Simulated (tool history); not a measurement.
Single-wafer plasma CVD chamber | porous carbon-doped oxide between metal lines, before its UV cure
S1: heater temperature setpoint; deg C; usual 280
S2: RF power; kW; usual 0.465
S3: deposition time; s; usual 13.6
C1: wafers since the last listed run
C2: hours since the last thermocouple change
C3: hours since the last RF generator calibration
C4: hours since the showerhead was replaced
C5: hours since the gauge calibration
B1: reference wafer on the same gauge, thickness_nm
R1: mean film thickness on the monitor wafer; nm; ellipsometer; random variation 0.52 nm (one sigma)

Run 1, day 0: usual settings; C1 0; C2 827.4; C3 1866.4; C4 4095.7; C5 409.9; B1 73.804. Result: R1 87.12 nm.
Run 2, day 2.879: usual settings but S1 283 deg C; C1 1492; C2 896.5; C3 1935.5; C4 4164.8; C5 479; B1 74.058. Result: R1 85.73 nm.
Run 3, day 4.575: usual settings but S1 283 deg C; C1 879; C2 937.2; C3 1976.2; C4 4205.5; C5 519.7; B1 73.73. Result: R1 84.433 nm.
Run 4, day 6.05: usual settings but S1 283 deg C; C1 764; C2 972.6; C3 2011.6; C4 4240.9; C5 555.1; B1 73.798. Result: R1 85.152 nm.
Run 5, day 7.6: usual settings but S1 277 deg C; C1 803; C2 1009.8; C3 2048.8; C4 4278.1; C5 592.3; B1 73.774. Result: R1 87.601 nm.
Run 6, day 9.312: usual settings but S2 0.5 kW; C1 887; C2 1050.9; C3 2089.9; C4 4319.2; C5 633.4; B1 73.79. Result: R1 91.702 nm.
Run 7, day 11.742: usual settings but S2 0.5 kW; C1 1259; C2 1109.2; C3 2148.2; C4 4377.5; C5 691.7; B1 73.976. Result: R1 90.71 nm.
Run 8, day 13.296: usual settings but S2 0.5 kW; C1 805; C2 1146.5; C3 2185.5; C4 4414.8; C5 729; B1 73.829. Result: R1 90.576 nm.
Run 9, day 15.558: usual settings but S3 15.3 s; C1 1173; C2 1200.8; C3 2239.8; C4 4469.1; C5 783.3; B1 73.69. Result: R1 96.38 nm.
Run 10, day 17.871: usual settings but S1 277 deg C; C1 1198; C2 1256.3; C3 2295.3; C4 4524.6; C5 838.8; B1 73.8. Result: R1 86.077 nm.
Run 11, day 20.779: usual settings but S1 271 deg C; C1 1507; C2 1326.1; C3 2365.1; C4 4594.4; C5 908.6; B1 73.805. Result: R1 90.543 nm.
At day 22.104: thermocouple changed; heater temperature recalibrated.
Run 12, day 22.125: usual settings but S1 275 deg C, S2 0.505 kW, S3 16.1 s; C1 524; C2 0.5; C3 2397.4; C4 4626.7; C5 940.9; B1 73.708. Result: R1 114.069 nm.
At day 22.846: showerhead replaced, of another model than before.
At day 24.996: RF generator calibrated.
At day 30.8: gauge calibrated.
Run 13, day 30.812: usual settings; C1 4158; C2 209; C3 139.6; C4 191.2; C5 0.3; B1 73.71. Result: R1 88.419 nm.
Run 14, day 33.071: usual settings but S1 273 deg C, S2 0.375 kW; C1 1170; C2 263.2; C3 193.8; C4 245.4; C5 54.5; B1 73.869. Result: R1 71.503 nm.
Run 15, day 35.654: usual settings but S1 277 deg C; C1 1339; C2 325.2; C3 255.8; C4 307.4; C5 116.5; B1 73.667. Result: R1 90.018 nm.
Run 16, day 37.004: usual settings but S2 0.38 kW, S3 12.3 s; C1 699; C2 357.6; C3 288.2; C4 339.8; C5 148.9; B1 74.076. Result: R1 63.402 nm.
Run 17, day 38.125: usual settings but S1 274 deg C, S2 0.425 kW; C1 581; C2 384.5; C3 315.1; C4 366.7; C5 175.8; B1 73.694. Result: R1 82.248 nm.
Run 18, day 40.038: usual settings but S1 266 deg C, S2 0.4 kW, S3 12.1 s; C1 991; C2 430.4; C3 361; C4 412.6; C5 221.7; B1 73.596. Result: R1 71.621 nm.

Forecast each of these 3 alternatives for the next run:
Run A, day 40.054: usual settings; C1 8; C2 430.8; C3 361.4; C4 413; C5 222.1; B1 ?. Result: R1 ?.
Run B, day 40.054: usual settings but S2 0.525 kW; C1 8; C2 430.8; C3 361.4; C4 413; C5 222.1; B1 ?. Result: R1 ?.
Run C, day 40.054: usual settings but S2 0.535 kW; C1 8; C2 430.8; C3 361.4; C4 413; C5 222.1; B1 ?. Result: R1 ?.

run      B1      R1
  A  73.715  87.899
  B  73.715  98.303
  C  73.715   99.94
Without the tool's hidden state the same runs would have given:
run       R1
  A    88.27
  B   98.717
  C  100.361
